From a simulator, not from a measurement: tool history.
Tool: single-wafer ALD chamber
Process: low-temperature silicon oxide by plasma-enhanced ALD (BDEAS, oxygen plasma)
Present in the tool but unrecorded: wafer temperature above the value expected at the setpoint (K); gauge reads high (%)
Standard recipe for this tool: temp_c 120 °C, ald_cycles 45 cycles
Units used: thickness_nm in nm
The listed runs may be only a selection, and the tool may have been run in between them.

run,hour,temp_c,ald_cycles,wafers since the last listed run,hours since the last thermocouple change,hours since the gauge calibration,"read-back reference wafer on the same gauge, thickness_nm",thickness_nm
1,0.0,120,45,0,1243.6,288.8,5.279,5.762
2,27.7,120,45,252,1271.3,316.5,5.281,5.750
3,54.6,120,45,245,1298.2,343.4,5.282,5.755
4,81.4,127,45,244,1325.0,370.2,5.290,5.686
5,115.7,127,45,312,1359.3,404.5,5.296,5.683
6,149.3,130,45,306,1392.9,438.1,5.293,5.664
7,182.9,120,43,306,1426.5,471.7,5.297,5.507
8,214.7,120,43,290,1458.3,503.5,5.303,5.525
9,242.2,120,45,250,1485.8,531.0,5.307,5.755
10,271.1,115,45,263,1514.7,559.9,5.312,5.869
11,286.0,120,45,135,1529.6,574.8,5.308,5.818
12,321.3,120,45,322,1564.9,610.1,5.313,5.793
13,346.0,120,45,225,1589.6,634.8,5.317,5.812
14,369.1,120,45,210,1612.7,657.9,5.323,5.775
15,404.3,120,45,321,1647.9,693.1,5.319,5.812
16,421.8,120,45,159,1665.4,710.6,5.323,5.827
17,453.6,126,50,290,1697.2,742.4,5.323,6.386
18,474.6,126,50,191,1718.2,763.4,5.326,6.377
19,500.1,126,50,232,1743.7,788.9,5.332,6.386
20,536.1,128,45,328,1779.7,824.9,5.340,5.729
21,556.8,128,45,188,1800.4,845.6,5.347,5.743
22,616.1,120,45,540,1859.7,904.9,5.343,5.823
23,651.1,120,45,319,1894.7,939.9,5.350,5.823
24,678.2,130,38,247,1921.8,967.0,5.354,4.845
25,710.1,128,41,291,1953.7,998.9,5.365,5.244
26,734.8,110,40,225,1978.4,1023.6,5.365,5.312
27,752.7,120,45,163,1996.3,1041.5,5.364,5.840
28,775.1,124,39,204,2018.7,1063.9,5.365,5.033
29,793.0,120,45,163,2036.6,1081.8,5.368,5.846
30,814.0,124,41,191,2057.6,1102.8,5.368,5.288
31,834.4,120,38,186,2078.0,1123.2,5.368,4.946
32,853.9,105,40,177,2097.5,1142.7,5.374,5.341
33,883.2,120,45,267,2126.8,1172.0,5.379,5.874
# hour 909.8: thermocouple changed; heater temperature recalibrated
# hour 947.7: gauge calibrated
34,959.4,120,45,622,49.6,11.7,5.255,5.742
35,981.0,120,52,197,71.2,33.3,5.255,6.612
36,999.1,129,45,165,89.3,51.4,5.256,5.657
37,1033.7,115,40,315,123.9,86.0,5.263,5.150
38,1139.6,108,38,966,229.8,191.9,5.269,4.983
39,1199.8,107,42,549,290.0,252.1,5.282,5.532
40,1226.0,120,45,239,316.2,278.3,5.286,5.781
41,1249.3,120,45,212,339.5,301.6,5.287,5.766
42,1262.8,120,45,123,353.0,315.1,5.288,5.769
43,1281.6,110,38,171,371.8,333.9,5.291,4.987
44,1297.3,120,45,143,387.5,349.6,5.288,5.739
45,1404.1,120,45,974,494.3,456.4,5.301,5.782
46,1424.8,106,40,188,515.0,477.1,5.309,5.307

Each row is a separate what-if for the run after 46, all from the same tool condition, not one after another. Results?
A,1425.3,120,50,4,515.5,477.6,?,?
B,1425.3,109,49,4,515.5,477.6,?,?
C,1425.3,120,37,4,515.5,477.6,?,?
D,1425.3,132,40,4,515.5,477.6,?,?

run,"read-back reference wafer on the same gauge, thickness_nm",thickness_nm
A,5.299,6.409
B,5.299,6.429
C,5.299,4.743
D,5.299,4.996
Had the tool no hidden state, the same runs would have come out as:
run,thickness_nm
A,6.343
B,6.362
C,4.694
D,4.944

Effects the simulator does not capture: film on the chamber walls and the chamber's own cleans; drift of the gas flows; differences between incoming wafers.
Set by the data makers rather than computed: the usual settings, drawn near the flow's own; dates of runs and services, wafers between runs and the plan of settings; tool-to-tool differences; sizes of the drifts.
